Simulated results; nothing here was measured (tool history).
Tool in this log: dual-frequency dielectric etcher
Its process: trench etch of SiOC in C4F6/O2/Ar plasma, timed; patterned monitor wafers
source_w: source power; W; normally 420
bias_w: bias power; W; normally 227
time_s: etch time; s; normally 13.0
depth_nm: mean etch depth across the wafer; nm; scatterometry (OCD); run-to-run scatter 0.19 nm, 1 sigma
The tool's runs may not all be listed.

run	hour	source_w	bias_w	time_s	read-back reference wafer on the same gauge, depth_nm	depth_nm
1	0.0	420	227	13.0	27.62	31.33
2	32.7	420	227	13.0	27.75	31.58
3	50.9	420	227	13.0	27.64	31.42
4	74.7	420	227	13.0	27.68	31.32
5	103.9	420	227	13.0	27.73	31.23
6	121.8	420	227	13.0	27.63	31.53
7	156.9	420	227	13.0	27.63	31.26
8	189.2	450	189	13.0	27.74	29.05
9	223.7	450	189	13.0	27.69	29.27
# hour 251.7: wet clean of the chamber
10	258.3	420	227	14.0	27.74	33.40
# hour 271.0: gauge calibrated
11	286.1	420	227	14.0	27.73	34.05
12	316.5	490	227	13.0	27.67	33.09
# hour 359.7: upper electrode replaced
13	394.1	490	227	13.0	27.70	33.30
14	416.0	480	227	13.0	27.75	33.07
15	446.3	350	252	11.5	27.67	27.43
16	469.9	510	227	15.0	27.73	38.60
17	501.1	390	186	13.0	27.69	27.36
# hour 522.6: source power generator calibrated
18	523.1	460	199	14.5	27.58	33.52
19	533.9	470	227	16.0	27.66	39.74
# hour 553.8: bias power generator calibrated
20	554.7	420	227	13.0	27.72	31.37
21	589.4	470	227	16.0	27.67	40.14
22	617.8	350	191	13.0	27.69	26.77
# hour 642.9: wet clean of the chamber
23	649.6	320	227	13.0	27.70	28.42
24	680.9	350	257	9.0	27.77	21.93
25	702.1	420	227	13.0	27.70	31.31
26	728.8	420	227	15.5	27.69	37.63
27	747.8	510	177	14.5	27.74	32.67
28	769.2	420	205	15.5	27.61	35.23
29	832.1	420	227	13.0	27.67	30.89
30	862.2	470	252	14.0	27.71	36.81
31	890.2	420	275	13.0	27.75	34.41

State the hidden condition of the tool at each of the runs:
etch rate over this chamber's usual, %: 0 in every run
source power that arrives over what is set, %: 0 in every run
bias power that arrives over what is set, %: 0 in every run
gauge reads high (%): 0 in every run
